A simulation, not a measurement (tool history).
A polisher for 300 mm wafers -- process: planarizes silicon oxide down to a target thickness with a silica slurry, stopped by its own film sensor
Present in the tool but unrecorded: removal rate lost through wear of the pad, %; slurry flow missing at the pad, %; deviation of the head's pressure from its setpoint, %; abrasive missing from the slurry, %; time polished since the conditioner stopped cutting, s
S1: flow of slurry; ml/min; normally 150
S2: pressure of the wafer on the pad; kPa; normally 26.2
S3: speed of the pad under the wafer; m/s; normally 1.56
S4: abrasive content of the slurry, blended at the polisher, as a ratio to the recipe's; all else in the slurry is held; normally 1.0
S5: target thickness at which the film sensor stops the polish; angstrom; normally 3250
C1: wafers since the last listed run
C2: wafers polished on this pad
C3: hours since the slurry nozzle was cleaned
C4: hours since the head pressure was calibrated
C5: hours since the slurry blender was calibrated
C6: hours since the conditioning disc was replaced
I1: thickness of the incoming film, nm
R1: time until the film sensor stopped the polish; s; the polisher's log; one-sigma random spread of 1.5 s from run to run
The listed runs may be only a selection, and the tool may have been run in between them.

run	hour	S1	S2	S3	S4	S5	C1	C2	C3	C4	C5	C6	I1	R1
1	0.0	150	26.2	1.56	1.0	3250	0	46	117.0	1041.4	50.5	108.8	819.2	137.4
2	15.7	150	31.7	1.56	1.0	3250	142	188	132.7	1057.1	66.2	124.5	845.7	121.1
3	37.4	150	26.2	1.56	0.8	3250	196	384	154.4	1078.8	87.9	146.2	834.3	161.9
4	56.7	150	26.2	1.56	0.8	3250	174	559	173.7	1098.1	107.2	165.5	829.5	166.4
# hour 77.5: slurry blender recalibrated
5	91.6	150	26.2	1.56	1.0	3250	297	857	208.6	1133.0	14.1	200.4	839.2	151.0
6	105.9	150	26.2	1.56	1.0	3250	129	986	222.9	1147.3	28.4	214.7	843.3	155.3
# hour 121.9: worn pad replaced by a new one
# hour 122.4: slurry nozzle cleaned
7	129.2	150	26.2	1.56	1.0	3250	170	61	6.8	1170.6	51.7	238.0	829.0	148.0
8	159.2	150	26.2	1.56	1.0	3250	271	333	36.8	1200.6	81.7	268.0	841.2	156.1
9	181.1	150	26.2	2.02	1.2	4400	198	531	58.7	1222.5	103.6	289.9	838.0	95.5
# hour 186.1: head pressure recalibrated
# hour 206.8: slurry blender recalibrated
10	209.6	150	26.2	1.56	1.0	1590	221	753	87.2	23.5	2.8	318.4	820.8	216.0
# hour 217.8: conditioning disc replaced and pad reconditioned
11	228.3	150	26.2	1.56	1.0	3250	151	904	105.9	42.2	21.5	10.5	818.9	133.2
# hour 245.4: worn pad replaced by a new one
12	250.3	150	26.2	1.56	1.0	3250	162	44	127.9	64.2	43.5	32.5	835.4	134.0
13	280.4	150	26.2	1.56	1.0	3250	272	316	158.0	94.3	73.6	62.6	837.1	138.1

Expected results for the next run?
14	313.2	130	26.2	1.56	1.0	4920	296	613	190.8	127.1	106.4	95.4	835.9	?

{"run 14": {"R1": 94.9}}
Minus the tool's unlogged condition, the same run would have read R1 88.8 s.
